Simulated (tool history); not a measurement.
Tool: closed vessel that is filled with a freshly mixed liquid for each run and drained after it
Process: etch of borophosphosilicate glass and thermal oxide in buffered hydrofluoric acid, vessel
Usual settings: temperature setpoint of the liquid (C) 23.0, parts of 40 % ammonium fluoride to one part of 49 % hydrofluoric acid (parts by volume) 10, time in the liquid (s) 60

| run | hour | temperature setpoint of the liquid (C) | parts of 40 % ammonium fluoride to one part of 49 % hydrofluoric acid (parts by volume) | time in the liquid (s) | read-back film thickness of the borophosphosilicate glass reference wafer, read on the same gauge (nm) | read-back film thickness of the thermal oxide reference wafer, read on the same gauge (nm) | thickness taken off the borophosphosilicate glass on a monitor wafer (nm) | thickness taken off the thermal oxide on a monitor wafer (nm) |
|---|---|---|---|---|---|---|---|---|
| 1 | 0.0 | 20.0 | 10 | 60 | 129.96 | 80.00 | 75.93 | 53.92 |
| 2 | 11.8 | 20.0 | 10 | 60 | 129.97 | 80.00 | 77.38 | 53.79 |
| 3 | 23.4 | 20.0 | 10 | 60 | 130.02 | 80.01 | 76.07 | 53.73 |
| 4 | 31.0 | 23.0 | 10 | 45 | 129.99 | 80.02 | 67.65 | 47.55 |
| 5 | 42.3 | 23.0 | 10 | 45 | 130.02 | 79.98 | 68.20 | 47.60 |
| 6 | 57.1 | 23.0 | 10 | 60 | 130.01 | 79.98 | 90.29 | 63.15 |
| 7 | 72.3 | 23.0 | 10 | 60 | 129.94 | 79.98 | 89.96 | 62.90 |
| 8 | 86.1 | 23.0 | 10 | 60 | 130.01 | 80.02 | 90.27 | 63.06 |
| 9 | 104.7 | 23.0 | 10 | 60 | 129.98 | 79.96 | 90.33 | 62.96 |
| 10 | 145.0 | 23.0 | 10 | 60 | 130.01 | 79.99 | 88.84 | 62.80 |
|  | 147.7 | hydrofluoric acid flow meter replaced |
|  | 157.1 | gauge calibrated |
| 11 | 157.8 | 23.0 | 10 | 60 | 129.99 | 80.00 | 89.92 | 62.79 |
|  | 160.9 | thermometer replaced |
| 12 | 167.8 | 23.0 | 10 | 85 | 130.03 | 80.00 | 141.73 | 99.46 |
| 13 | 179.1 | 23.0 | 10 | 60 | 130.02 | 79.98 | 100.62 | 70.52 |
| 14 | 185.4 | 23.0 | 10 | 60 | 130.00 | 80.03 | 100.90 | 70.56 |
| 15 | 191.7 | 23.0 | 10 | 95 | 130.01 | 80.02 | 157.99 | 111.77 |
| 16 | 203.5 | 23.0 | 10 | 60 | 130.03 | 80.03 | 100.77 | 71.09 |
| 17 | 241.3 | 23.0 | 10 | 60 | 129.95 | 80.04 | 100.13 | 70.36 |
| 18 | 256.9 | 23.0 | 10 | 60 | 130.06 | 80.02 | 100.71 | 70.07 |
| 19 | 287.9 | 23.0 | 9 | 60 | 129.98 | 80.01 | 107.11 | 75.09 |
| 20 | 295.3 | 21.5 | 10 | 60 | 130.02 | 80.04 | 91.44 | 64.46 |
| 21 | 301.6 | 19.5 | 8 | 85 | 130.01 | 79.97 | 142.52 | 98.44 |
| 22 | 310.5 | 20.5 | 7 | 70 | 129.98 | 80.00 | 144.41 | 99.63 |
| 23 | 322.4 | 23.0 | 8 | 60 | 129.94 | 80.01 | 120.31 | 84.31 |

5 ways to go on from here, each from the tool as it stands after run 23. What would each give?
| A | 323.1 | 23.0 | 10 | 60 | ? | ? | ? | ? |
| B | 323.1 | 21.5 | 14 | 80 | ? | ? | ? | ? |
| C | 323.1 | 27.0 | 7 | 85 | ? | ? | ? | ? |
| D | 323.1 | 23.0 | 7 | 30 | ? | ? | ? | ? |
| E | 323.1 | 20.5 | 12 | 70 | ? | ? | ? | ? |

| run | read-back film thickness of the borophosphosilicate glass reference wafer, read on the same gauge (nm) | read-back film thickness of the thermal oxide reference wafer, read on the same gauge (nm) | thickness taken off the borophosphosilicate glass on a monitor wafer (nm) | thickness taken off the thermal oxide on a monitor wafer (nm) |
|---|---|---|---|---|
| A | 129.99 | 79.99 | 98.76 | 69.82 |
| B | 129.99 | 79.99 | 87.11 | 61.66 |
| C | 129.99 | 79.99 | 244.10 | 172.35 |
| D | 129.99 | 79.99 | 69.55 | 48.96 |
| E | 129.99 | 79.99 | 83.98 | 59.35 |
Without the tool's hidden state the same runs would have given:
| run | thickness taken off the borophosphosilicate glass on a monitor wafer (nm) | thickness taken off the thermal oxide on a monitor wafer (nm) |
|---|---|---|
| A | 101.03 | 71.45 |
| B | 89.15 | 63.12 |
| C | 249.57 | 176.26 |
| D | 71.14 | 50.11 |
| E | 85.95 | 60.76 |
